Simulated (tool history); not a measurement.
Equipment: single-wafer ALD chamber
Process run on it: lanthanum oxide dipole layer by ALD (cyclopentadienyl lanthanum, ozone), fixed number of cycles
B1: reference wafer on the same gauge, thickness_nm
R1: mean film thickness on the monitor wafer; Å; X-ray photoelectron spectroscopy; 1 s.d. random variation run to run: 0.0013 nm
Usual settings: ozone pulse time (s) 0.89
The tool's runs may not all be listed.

Run 1, hour 0: usual settings; B1 0.598. Result: R1 4.99 Å.
Run 2, hour 49.1: usual settings; B1 0.597. Result: R1 4.99 Å.
Run 3, hour 103.5: usual settings but ozone pulse time (s) 1.06; B1 0.596. Result: R1 5.35 Å.
Run 4, hour 142: usual settings but ozone pulse time (s) 1.06; B1 0.597. Result: R1 5.35 Å.
Run 5, hour 182.2: usual settings but ozone pulse time (s) 1.06; B1 0.598. Result: R1 5.33 Å.
Run 6, hour 237.8: usual settings but ozone pulse time (s) 1.12; B1 0.597. Result: R1 5.45 Å.
Run 7, hour 273.4: usual settings but ozone pulse time (s) 0.96; B1 0.597. Result: R1 5.14 Å.
Run 8, hour 320.5: usual settings; B1 0.597. Result: R1 4.97 Å.
At hour 342.1: ozone generator serviced.
Run 9, hour 354.8: usual settings but ozone pulse time (s) 0.74; B1 0.598. Result: R1 4.65 Å.
Run 10, hour 391.3: usual settings but ozone pulse time (s) 0.74; B1 0.597. Result: R1 4.6 Å.
Run 11, hour 436.3: usual settings; B1 0.597. Result: R1 5.06 Å.
Run 12, hour 482.7: usual settings; B1 0.598. Result: R1 5.04 Å.
At hour 512.2: showerhead replaced.
Run 13, hour 528.1: usual settings but ozone pulse time (s) 0.63; B1 0.598. Result: R1 4.06 Å.
Run 14, hour 555.6: usual settings but ozone pulse time (s) 0.63; B1 0.597. Result: R1 4.05 Å.
Run 15, hour 612.1: usual settings but ozone pulse time (s) 0.63; B1 0.597. Result: R1 4.02 Å.
At hour 672.9: gauge calibrated.
Run 16, hour 679.2: usual settings; B1 0.597. Result: R1 5 Å.
Run 17, hour 721: usual settings but ozone pulse time (s) 0.57; B1 0.597. Result: R1 3.68 Å.
Run 18, hour 750.9: usual settings; B1 0.597. Result: R1 4.97 Å.
Run 19, hour 787.3: usual settings but ozone pulse time (s) 0.98; B1 0.597. Result: R1 5.2 Å.
Run 20, hour 814.5: usual settings but ozone pulse time (s) 1.23; B1 0.597. Result: R1 5.6 Å.
Run 21, hour 854.9: usual settings but ozone pulse time (s) 0.62; B1 0.597. Result: R1 3.93 Å.
Run 22, hour 904.4: usual settings but ozone pulse time (s) 1.09; B1 0.596. Result: R1 5.4 Å.
Run 23, hour 945.3: usual settings but ozone pulse time (s) 0.59; B1 0.597. Result: R1 3.75 Å.
Run 24, hour 987.3: usual settings but ozone pulse time (s) 1.15; B1 0.597. Result: R1 5.5 Å.
Run 25, hour 1028.6: usual settings but ozone pulse time (s) 0.6; B1 0.598. Result: R1 3.81 Å.
Run 26, hour 1071.4: usual settings; B1 0.597. Result: R1 4.93 Å.
At hour 1141.2: ozone generator serviced.
At hour 1154.5: thermocouple changed; heater temperature recalibrated.
Run 27, hour 1169.2: usual settings but ozone pulse time (s) 0.71; B1 0.597. Result: R1 4.51 Å.
Run 28, hour 1211.2: usual settings but ozone pulse time (s) 0.7; B1 0.597. Result: R1 4.42 Å.
Run 29, hour 1270: usual settings but ozone pulse time (s) 1.14; B1 0.597. Result: R1 5.54 Å.
Run 30, hour 1326.7: usual settings; B1 0.597. Result: R1 5 Å.
Run 31, hour 1353.6: usual settings but ozone pulse time (s) 1.1; B1 0.597. Result: R1 5.47 Å.
Run 32, hour 1387.5: usual settings; B1 0.597. Result: R1 5 Å.
Run 33, hour 1430.5: usual settings but ozone pulse time (s) 0.61; B1 0.597. Result: R1 3.91 Å.
Run 34, hour 1545.1: usual settings but ozone pulse time (s) 0.66; B1 0.597. Result: R1 4.12 Å.

How would selected steps in R1 from run to run divide? Give the signed amount a tool lacking its hidden state would still show from settings, what came in and random variation, and the signed amount left for the hidden state, including any gauge scatter that is not in both of the compared results.
The hidden state here: wafer temperature above the value expected at the setpoint (K); ozone dose above that of a generator just serviced (%); gauge reads high (%).
Run 8 -> 9: ozone pulse time (s) 0.89 -> 0.74, ozone generator serviced. R1 -0.32 Å: hidden state +0.16, all else -0.48.
Run 20 -> 21: ozone pulse time (s) 1.23 -> 0.62. R1 -1.67 Å: hidden state -0.1, all else -1.57.
Run 23 -> 24: ozone pulse time (s) 0.59 -> 1.15. R1 +1.75 Å: hidden state +0.08, all else +1.67.
Run 24 -> 25: ozone pulse time (s) 1.15 -> 0.6. R1 -1.69 Å: hidden state -0.08, all else -1.61.
Run 26 -> 27: ozone pulse time (s) 0.89 -> 0.71, ozone generator serviced, thermocouple changed; heater temperature recalibrated. R1 -0.42 Å: hidden state +0.14, all else -0.56.
